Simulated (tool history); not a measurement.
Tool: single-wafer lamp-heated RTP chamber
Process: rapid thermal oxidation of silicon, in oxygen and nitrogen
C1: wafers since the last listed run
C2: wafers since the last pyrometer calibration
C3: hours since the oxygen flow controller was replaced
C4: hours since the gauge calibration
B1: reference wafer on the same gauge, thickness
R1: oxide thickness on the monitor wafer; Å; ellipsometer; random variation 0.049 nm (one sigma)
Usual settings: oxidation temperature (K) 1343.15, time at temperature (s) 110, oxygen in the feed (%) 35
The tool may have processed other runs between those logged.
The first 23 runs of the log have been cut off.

{"run": 24, "hour": 1042.3, "oxidation temperature (K)": 1343.15, "time at temperature (s)": 110, "oxygen in the feed (%)": 45, "C1": 341, "C2": 976, "C3": 833.1, "C4": 636.0, "B1": 9.469, "R1": 98.7}
{"run": 25, "hour": 1068.8, "oxidation temperature (K)": 1355.15, "time at temperature (s)": 110, "oxygen in the feed (%)": 35, "C1": 366, "C2": 1343, "C3": 859.6, "C4": 662.5, "B1": 9.487, "R1": 99.12}
{"run": 26, "hour": 1118.8, "oxidation temperature (K)": 1343.15, "time at temperature (s)": 144, "oxygen in the feed (%)": 35, "C1": 691, "C2": 2035, "C3": 909.6, "C4": 712.5, "B1": 9.469, "R1": 102.77}
{"run": 27, "hour": 1163.7, "oxidation temperature (K)": 1343.15, "time at temperature (s)": 150, "oxygen in the feed (%)": 65, "C1": 621, "C2": 2656, "C3": 954.5, "C4": 757.4, "B1": 9.479, "R1": 131.85}
{"run": 28, "hour": 1224.1, "oxidation temperature (K)": 1343.15, "time at temperature (s)": 153, "oxygen in the feed (%)": 35, "C1": 835, "C2": 3492, "C3": 1014.9, "C4": 817.8, "B1": 9.484, "R1": 107.69}
{"run": 29, "hour": 1248.4, "oxidation temperature (K)": 1343.15, "time at temperature (s)": 110, "oxygen in the feed (%)": 35, "C1": 336, "C2": 3828, "C3": 1039.2, "C4": 842.1, "B1": 9.48, "R1": 91.41}
{"run": 30, "hour": 1278.0, "oxidation temperature (K)": 1322.15, "time at temperature (s)": 110, "oxygen in the feed (%)": 35, "C1": 409, "C2": 4238, "C3": 1068.8, "C4": 871.7, "B1": 9.46, "R1": 80.46}
{"run": 31, "hour": 1326.8, "oxidation temperature (K)": 1362.15, "time at temperature (s)": 110, "oxygen in the feed (%)": 17, "C1": 675, "C2": 4913, "C3": 1117.6, "C4": 920.5, "B1": 9.464, "R1": 80.18}
{"run": 32, "hour": 1376.6, "oxidation temperature (K)": 1321.15, "time at temperature (s)": 110, "oxygen in the feed (%)": 35, "C1": 689, "C2": 5602, "C3": 1167.4, "C4": 970.3, "B1": 9.473, "R1": 79.78}
{"run": 33, "hour": 1401.5, "oxidation temperature (K)": 1330.15, "time at temperature (s)": 110, "oxygen in the feed (%)": 35, "C1": 344, "C2": 5946, "C3": 1192.3, "C4": 995.2, "B1": 9.487, "R1": 84.2}
{"run": 34, "hour": 1427.3, "oxidation temperature (K)": 1318.15, "time at temperature (s)": 70, "oxygen in the feed (%)": 53, "C1": 356, "C2": 6303, "C3": 1218.1, "C4": 1021.0, "B1": 9.475, "R1": 73.96}
{"hour": 1470.7, "done": "pyrometer window cleaned and pyrometer calibrated"}
{"run": 35, "hour": 1492.0, "oxidation temperature (K)": 1353.15, "time at temperature (s)": 162, "oxygen in the feed (%)": 57, "C1": 784, "C2": 294, "C3": 1282.8, "C4": 1085.7, "B1": 9.464, "R1": 136.03}
{"run": 36, "hour": 1519.2, "oxidation temperature (K)": 1322.15, "time at temperature (s)": 110, "oxygen in the feed (%)": 54, "C1": 376, "C2": 671, "C3": 1310.0, "C4": 1112.9, "B1": 9.488, "R1": 92.12}
{"run": 37, "hour": 1582.9, "oxidation temperature (K)": 1330.15, "time at temperature (s)": 70, "oxygen in the feed (%)": 17, "C1": 881, "C2": 1552, "C3": 1373.7, "C4": 1176.6, "B1": 9.487, "R1": 54.03}

Here are 5 independent what-if runs from the current tool condition. What would each one return?
{"run": "A", "hour": 1583.3, "oxidation temperature (K)": 1343.15, "time at temperature (s)": 110, "oxygen in the feed (%)": 35, "C1": 5, "C2": 1558, "C3": 1374.1, "C4": 1177.0, "B1": "?", "R1": "?"}
{"run": "B", "hour": 1583.3, "oxidation temperature (K)": 1314.15, "time at temperature (s)": 71, "oxygen in the feed (%)": 35, "C1": 5, "C2": 1558, "C3": 1374.1, "C4": 1177.0, "B1": "?", "R1": "?"}
{"run": "C", "hour": 1583.3, "oxidation temperature (K)": 1368.15, "time at temperature (s)": 134, "oxygen in the feed (%)": 53, "C1": 5, "C2": 1558, "C3": 1374.1, "C4": 1177.0, "B1": "?", "R1": "?"}
{"run": "D", "hour": 1583.3, "oxidation temperature (K)": 1367.15, "time at temperature (s)": 110, "oxygen in the feed (%)": 56, "C1": 5, "C2": 1558, "C3": 1374.1, "C4": 1177.0, "B1": "?", "R1": "?"}
{"run": "E", "hour": 1583.3, "oxidation temperature (K)": 1361.15, "time at temperature (s)": 145, "oxygen in the feed (%)": 35, "C1": 5, "C2": 1558, "C3": 1374.1, "C4": 1177.0, "B1": "?", "R1": "?"}

run=A B1=9.475 R1=91.78
run=B B1=9.475 R1=62.18
run=C B1=9.475 R1=137.16
run=D B1=9.475 R1=126.98
run=E B1=9.475 R1=117.00
Had the tool no hidden state, the same runs would have come out as:
run=A R1=90.19
run=B R1=61.08
run=C R1=134.87
run=D R1=124.86
run=E R1=115.03
